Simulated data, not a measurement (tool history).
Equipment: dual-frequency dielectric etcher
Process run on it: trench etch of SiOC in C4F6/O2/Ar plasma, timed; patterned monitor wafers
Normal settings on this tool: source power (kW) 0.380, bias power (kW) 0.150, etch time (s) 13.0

run	hour	source power (kW)	bias power (kW)	etch time (s)	read-back reference wafer on the same gauge, depth_nm	mean etch depth across the wafer (nm)
1	0.0	0.380	0.150	13.0	27.90	25.01
2	51.4	0.380	0.150	13.0	27.88	24.74
3	156.9	0.410	0.150	13.0	27.90	25.37
4	258.0	0.410	0.150	13.0	27.90	25.26
5	363.6	0.380	0.150	14.0	27.91	26.18
6	433.5	0.380	0.163	13.0	27.90	24.90
7	512.4	0.380	0.163	13.0	27.89	24.77
# hour 644.0: wet clean of the chamber
8	707.0	0.380	0.134	11.5	27.89	21.66
9	802.1	0.380	0.134	11.5	27.90	21.53
# hour 845.1: source power generator calibrated
# hour 995.5: bias power generator calibrated
# hour 1068.6: upper electrode replaced
10	1081.9	0.380	0.113	9.0	27.90	15.67
11	1144.0	0.380	0.150	13.0	27.90	24.30
12	1243.1	0.340	0.150	12.0	27.88	21.40

Run 13 has not been measured yet. What should we expect?
# hour 1262.7: gauge calibrated
# hour 1315.4: wet clean of the chamber
13	1315.9	0.380	0.185	13.0	?	?

read-back reference wafer on the same gauge, depth_nm: 27.90
mean etch depth across the wafer (nm): 26.33
On a tool with no hidden condition, and with the same random variation, this run would have come out at mean etch depth across the wafer (nm) 26.12.
